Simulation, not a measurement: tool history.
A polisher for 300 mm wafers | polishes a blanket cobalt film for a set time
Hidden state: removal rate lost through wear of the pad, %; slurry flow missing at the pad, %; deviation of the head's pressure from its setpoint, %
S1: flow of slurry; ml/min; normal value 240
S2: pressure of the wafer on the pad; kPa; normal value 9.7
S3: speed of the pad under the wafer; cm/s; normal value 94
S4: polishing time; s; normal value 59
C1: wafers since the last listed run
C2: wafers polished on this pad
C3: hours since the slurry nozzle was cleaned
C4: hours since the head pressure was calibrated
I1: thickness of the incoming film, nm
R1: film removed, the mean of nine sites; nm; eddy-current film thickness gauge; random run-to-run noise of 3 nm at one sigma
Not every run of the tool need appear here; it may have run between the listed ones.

{"run": 1, "day": 0.0, "S1": 240, "S2": 9.7, "S3": 94, "S4": 59, "C1": 0, "C2": 1624, "C3": 133.0, "C4": 365.7, "I1": 1096.6, "R1": 232.4}
{"day": 0.975, "done": "worn pad replaced by a new one"}
{"run": 2, "day": 2.421, "S1": 240, "S2": 11.0, "S3": 94, "S4": 59, "C1": 434, "C2": 278, "C3": 191.1, "C4": 423.8, "I1": 1100.9, "R1": 256.5}
{"day": 3.654, "done": "slurry nozzle cleaned"}
{"run": 3, "day": 4.796, "S1": 240, "S2": 9.7, "S3": 94, "S4": 59, "C1": 449, "C2": 728, "C3": 27.4, "C4": 480.8, "I1": 1091.3, "R1": 244.6}
{"run": 4, "day": 5.942, "S1": 240, "S2": 9.7, "S3": 94, "S4": 59, "C1": 220, "C2": 948, "C3": 54.9, "C4": 508.3, "I1": 1092.3, "R1": 231.9}
{"day": 9.642, "done": "worn pad replaced by a new one"}
{"run": 5, "day": 12.112, "S1": 240, "S2": 9.7, "S3": 94, "S4": 59, "C1": 1157, "C2": 475, "C3": 203.0, "C4": 656.4, "I1": 1089.2, "R1": 227.4}
{"day": 14.575, "done": "slurry nozzle cleaned"}
{"run": 6, "day": 17.483, "S1": 240, "S2": 9.7, "S3": 94, "S4": 59, "C1": 1027, "C2": 1503, "C3": 69.8, "C4": 785.3, "I1": 1087.6, "R1": 253.0}
{"run": 7, "day": 18.883, "S1": 240, "S2": 9.7, "S3": 94, "S4": 59, "C1": 269, "C2": 1772, "C3": 103.4, "C4": 818.9, "I1": 1085.3, "R1": 247.1}
{"day": 19.221, "done": "head pressure recalibrated"}
{"day": 19.796, "done": "worn pad replaced by a new one"}
{"run": 8, "day": 20.317, "S1": 240, "S2": 9.7, "S3": 94, "S4": 59, "C1": 228, "C2": 100, "C3": 137.8, "C4": 26.3, "I1": 1093.6, "R1": 228.7}
{"run": 9, "day": 22.55, "S1": 240, "S2": 9.7, "S3": 94, "S4": 70, "C1": 430, "C2": 530, "C3": 191.4, "C4": 79.9, "I1": 1110.2, "R1": 257.7}
{"run": 10, "day": 24.946, "S1": 240, "S2": 9.7, "S3": 94, "S4": 70, "C1": 461, "C2": 992, "C3": 248.9, "C4": 137.4, "I1": 1096.5, "R1": 257.9}
{"day": 25.433, "done": "slurry nozzle cleaned"}
{"run": 11, "day": 27.262, "S1": 240, "S2": 9.7, "S3": 94, "S4": 70, "C1": 438, "C2": 1430, "C3": 43.9, "C4": 193.0, "I1": 1078.0, "R1": 280.8}
{"run": 12, "day": 28.925, "S1": 240, "S2": 9.7, "S3": 94, "S4": 59, "C1": 320, "C2": 1751, "C3": 83.8, "C4": 232.9, "I1": 1090.6, "R1": 229.2}
{"day": 29.8, "done": "worn pad replaced by a new one"}
{"run": 13, "day": 30.217, "S1": 240, "S2": 9.7, "S3": 94, "S4": 59, "C1": 216, "C2": 80, "C3": 114.8, "C4": 263.9, "I1": 1097.2, "R1": 234.9}
{"run": 14, "day": 32.817, "S1": 210, "S2": 11.7, "S3": 78, "S4": 43, "C1": 501, "C2": 581, "C3": 177.2, "C4": 326.3, "I1": 1084.4, "R1": 161.6}
{"day": 33.829, "done": "slurry nozzle cleaned"}
{"run": 15, "day": 34.233, "S1": 285, "S2": 6.9, "S3": 94, "S4": 71, "C1": 265, "C2": 846, "C3": 9.7, "C4": 360.3, "I1": 1101.5, "R1": 216.3}
{"run": 16, "day": 36.388, "S1": 240, "S2": 9.7, "S3": 70, "S4": 59, "C1": 415, "C2": 1261, "C3": 61.4, "C4": 412.0, "I1": 1087.3, "R1": 177.6}
{"run": 17, "day": 38.167, "S1": 240, "S2": 9.7, "S3": 94, "S4": 59, "C1": 342, "C2": 1604, "C3": 104.1, "C4": 454.7, "I1": 1087.8, "R1": 237.6}

What will run 18 give?
{"day": 39.379, "done": "worn pad replaced by a new one"}
{"run": 18, "day": 40.417, "S1": 175, "S2": 11.7, "S3": 114, "S4": 59, "C1": 401, "C2": 199, "C3": 158.1, "C4": 508.7, "I1": 1085.7, "R1": "?"}

R1: 319.9 nm
With no hidden state in the tool, this same run would have given R1 326.8 nm.

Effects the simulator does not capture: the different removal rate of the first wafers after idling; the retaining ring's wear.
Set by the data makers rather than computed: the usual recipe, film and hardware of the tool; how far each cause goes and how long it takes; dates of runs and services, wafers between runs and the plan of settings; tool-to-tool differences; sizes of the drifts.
